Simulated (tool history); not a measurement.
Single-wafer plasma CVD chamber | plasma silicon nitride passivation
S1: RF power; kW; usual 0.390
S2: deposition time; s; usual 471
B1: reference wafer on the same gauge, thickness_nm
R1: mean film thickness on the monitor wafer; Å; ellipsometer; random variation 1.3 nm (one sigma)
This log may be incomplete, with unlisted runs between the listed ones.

run,day,S1,S2,B1,R1
1,0.000,0.390,471,759.504,6823.76
2,1.738,0.390,471,759.092,6860.32
3,4.225,0.390,471,759.003,6815.81
4,7.079,0.390,471,758.941,6816.50
5,8.733,0.390,471,759.082,6815.03
6,9.921,0.390,471,758.776,6831.29
7,11.733,0.390,471,758.676,6828.74
# day 14.050: gauge calibrated
8,14.550,0.390,471,758.956,6811.89
9,16.558,0.390,471,759.509,6840.99
# day 19.038: RF generator calibrated
10,19.058,0.390,471,759.432,6907.57
11,21.679,0.390,471,759.148,6880.64
12,23.521,0.390,471,758.317,6889.63
# day 24.533: showerhead replaced
13,24.554,0.390,471,759.030,6882.24
14,26.121,0.325,406,759.646,5758.71
15,27.421,0.425,532,758.660,7848.09
16,28.762,0.390,471,758.698,6832.03
17,31.367,0.390,471,758.412,6854.13
18,32.688,0.435,533,758.670,7886.21
19,34.867,0.390,471,758.744,6823.73
20,36.312,0.315,548,757.964,7699.87
21,38.508,0.390,471,758.643,6803.80
22,40.308,0.360,411,759.265,5868.41
23,41.617,0.390,432,758.799,6262.75
24,42.700,0.315,427,759.028,5992.62
25,43.762,0.310,471,758.890,6608.29

5 options for the next run, each taken on its own from the tool as it stands now. Forecast them:
A,43.783,0.390,471,?,?
B,43.783,0.445,532,?,?
C,43.783,0.330,471,?,?
D,43.783,0.420,514,?,?
E,43.783,0.315,544,?,?

run,B1,R1
A,758.381,6837.37
B,758.381,7887.76
C,758.381,6669.37
D,758.381,7549.45
E,758.381,7652.72
The same runs, with their run-to-run variation unchanged, on a tool lacking any hidden condition would have given:
run,R1
A,6916.39
B,7978.92
C,6746.45
D,7636.70
E,7741.17

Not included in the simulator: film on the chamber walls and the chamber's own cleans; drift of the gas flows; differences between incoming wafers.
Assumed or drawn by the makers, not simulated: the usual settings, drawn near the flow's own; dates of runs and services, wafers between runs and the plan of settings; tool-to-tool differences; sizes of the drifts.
